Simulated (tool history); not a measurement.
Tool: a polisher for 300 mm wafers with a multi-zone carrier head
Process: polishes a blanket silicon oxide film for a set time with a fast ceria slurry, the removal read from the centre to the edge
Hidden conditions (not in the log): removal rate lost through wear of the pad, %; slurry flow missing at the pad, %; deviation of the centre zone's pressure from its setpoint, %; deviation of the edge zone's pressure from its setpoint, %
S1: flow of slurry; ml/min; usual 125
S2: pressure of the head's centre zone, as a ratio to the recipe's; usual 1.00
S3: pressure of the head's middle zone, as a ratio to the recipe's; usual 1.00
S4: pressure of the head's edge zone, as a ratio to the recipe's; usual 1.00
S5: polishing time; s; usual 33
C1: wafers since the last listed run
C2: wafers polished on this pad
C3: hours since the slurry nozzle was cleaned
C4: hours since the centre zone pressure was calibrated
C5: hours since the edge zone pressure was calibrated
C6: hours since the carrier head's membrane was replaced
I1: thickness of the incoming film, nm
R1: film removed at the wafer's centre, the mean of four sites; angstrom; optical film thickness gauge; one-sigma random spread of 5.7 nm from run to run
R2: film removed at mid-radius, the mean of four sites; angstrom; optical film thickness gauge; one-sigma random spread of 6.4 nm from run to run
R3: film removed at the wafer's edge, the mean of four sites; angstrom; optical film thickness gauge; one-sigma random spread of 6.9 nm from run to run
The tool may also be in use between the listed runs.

run,hour,S1,S2,S3,S4,S5,C1,C2,C3,C4,C5,C6,I1,R1,R2,R3
1,0.0,125,1.00,1.00,0.91,33,0,1320,210.0,655.4,528.7,1140.1,3627.9,4572,4760,4638
2,44.6,125,1.00,1.00,0.91,33,379,1700,254.6,700.0,573.3,1184.7,3538.3,4638,4761,4580
3,89.8,125,1.00,1.00,1.00,33,385,2085,299.8,745.2,618.5,1229.9,3631.3,4486,4899,4825
4,140.1,125,1.00,1.00,1.00,33,428,2513,350.1,795.5,668.8,1280.2,3588.8,4656,4842,4833
5,209.4,125,1.00,1.00,1.00,33,590,3104,419.4,864.8,738.1,1349.5,3643.7,4617,4799,4777
# hour 229.2: worn pad replaced by a new one
# hour 233.1: carrier head's membrane replaced by a new one
6,246.5,125,1.00,1.00,0.97,22,248,114,456.5,901.9,775.2,13.4,3540.9,3005,3182,3125
# hour 251.7: slurry nozzle cleaned
7,300.6,125,1.00,1.00,1.04,33,452,566,48.9,956.0,829.3,67.5,3611.5,4466,4793,4887
8,359.6,125,1.08,1.00,1.00,22,502,1069,107.9,1015.0,888.3,126.5,3564.5,3278,3209,3168
9,424.7,150,1.07,1.00,1.00,33,554,1623,173.0,1080.1,953.4,191.6,3617.3,5041,5026,4885
10,453.2,125,1.00,1.00,1.00,28,242,1866,201.5,1108.6,981.9,220.1,3500.7,3743,4022,4106
11,524.1,125,1.07,0.94,1.00,33,603,2470,272.4,1179.5,1052.8,291.0,3540.0,4793,4602,4932
# hour 577.4: worn pad replaced by a new one
# hour 607.6: edge zone pressure recalibrated
12,635.0,125,1.00,1.00,0.95,33,893,473,383.3,1290.4,27.4,401.9,3572.0,4442,4764,4714
# hour 686.6: centre zone pressure recalibrated
13,701.8,125,1.00,1.00,1.00,33,551,1025,450.1,15.2,94.2,468.7,3568.7,4781,4824,4827
# hour 717.9: slurry nozzle cleaned
14,733.2,125,1.05,1.00,1.00,33,258,1284,15.3,46.6,125.6,500.1,3555.2,4981,4696,4790
15,777.6,125,1.00,1.00,1.06,33,378,1662,59.7,91.0,170.0,544.5,3587.6,4664,4800,4885

Run 16 comes next. What will it give?
16,839.4,125,1.00,1.00,1.00,33,526,2189,121.5,152.8,231.8,606.3,3565.4,?,?,?

R1: 4769 angstrom
R2: 4666 angstrom
R3: 4866 angstrom
On a tool with no hidden condition, and with the same random variation, this run would have come out at R1 4778 angstrom, R2 4666 angstrom, R3 4866 angstrom.

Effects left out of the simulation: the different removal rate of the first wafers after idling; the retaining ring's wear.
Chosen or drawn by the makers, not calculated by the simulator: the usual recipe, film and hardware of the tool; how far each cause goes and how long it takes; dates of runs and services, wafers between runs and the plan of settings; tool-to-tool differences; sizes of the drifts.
